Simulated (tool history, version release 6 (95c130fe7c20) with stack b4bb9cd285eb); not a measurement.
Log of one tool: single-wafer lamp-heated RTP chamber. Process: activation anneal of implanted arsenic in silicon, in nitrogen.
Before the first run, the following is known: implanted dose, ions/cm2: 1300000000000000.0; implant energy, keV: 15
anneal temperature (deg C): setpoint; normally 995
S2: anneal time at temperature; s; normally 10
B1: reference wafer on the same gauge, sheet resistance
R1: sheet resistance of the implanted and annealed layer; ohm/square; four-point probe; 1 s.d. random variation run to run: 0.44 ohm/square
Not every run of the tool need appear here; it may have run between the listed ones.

run 1 day=0 | anneal_temperature_(deg_C)=995 S2=13 | B1=161.12 | R1=138.1
run 2 day=0.629 | anneal_temperature_(deg_C)=995 S2=10 | B1=160.72 | R1=142.71
run 3 day=1.162 | anneal_temperature_(deg_C)=995 S2=10 | B1=160.76 | R1=143.5
run 4 day=1.871 | anneal_temperature_(deg_C)=995 S2=10 | B1=160.87 | R1=141.67
run 5 day=2.475 | anneal_temperature_(deg_C)=995 S2=10 | B1=161.14 | R1=142.02
run 6 day=3.133 | anneal_temperature_(deg_C)=976 S2=12 | B1=160.93 | R1=149.6
run 7 day=3.45 | anneal_temperature_(deg_C)=976 S2=12 | B1=161.01 | R1=149.6
run 8 day=3.704 | anneal_temperature_(deg_C)=976 S2=12 | B1=161.09 | R1=150.11
-- day=4.046 pyrometer window cleaned and pyrometer calibrated
run 9 day=4.067 | anneal_temperature_(deg_C)=995 S2=10 | B1=160.71 | R1=141.14
run 10 day=4.604 | anneal_temperature_(deg_C)=1010 S2=10 | B1=161.05 | R1=132.44
run 11 day=5.262 | anneal_temperature_(deg_C)=995 S2=5 | B1=161.07 | R1=153.06
run 12 day=5.879 | anneal_temperature_(deg_C)=995 S2=10 | B1=161 | R1=141.37
run 13 day=6.517 | anneal_temperature_(deg_C)=981 S2=14 | B1=160.96 | R1=142.56
run 14 day=6.933 | anneal_temperature_(deg_C)=987 S2=10 | B1=161.05 | R1=144.45
run 15 day=7.267 | anneal_temperature_(deg_C)=1022 S2=8 | B1=161.06 | R1=129.29
run 16 day=7.95 | anneal_temperature_(deg_C)=1013 S2=6 | B1=161.16 | R1=138.77
-- day=8.454 reflector plate cleaned
run 17 day=8.475 | anneal_temperature_(deg_C)=1022 S2=8 | B1=160.83 | R1=135.01
-- day=8.971 gauge calibrated
run 18 day=10.562 | anneal_temperature_(deg_C)=1006 S2=14 | B1=160.96 | R1=133.01
run 19 day=10.833 | anneal_temperature_(deg_C)=1013 S2=6 | B1=161 | R1=144.24

Run 20, settings as shown, results not yet in. Your forecast:
run 20 day=11.171 | anneal_temperature_(deg_C)=1009 S2=15 | B1=? | R1=?

For run 20 the tool returned B1 160.93, R1 130.46 ohm/square.
Had the tool carried no hidden state, the very same run would have given R1 130.68 ohm/square.
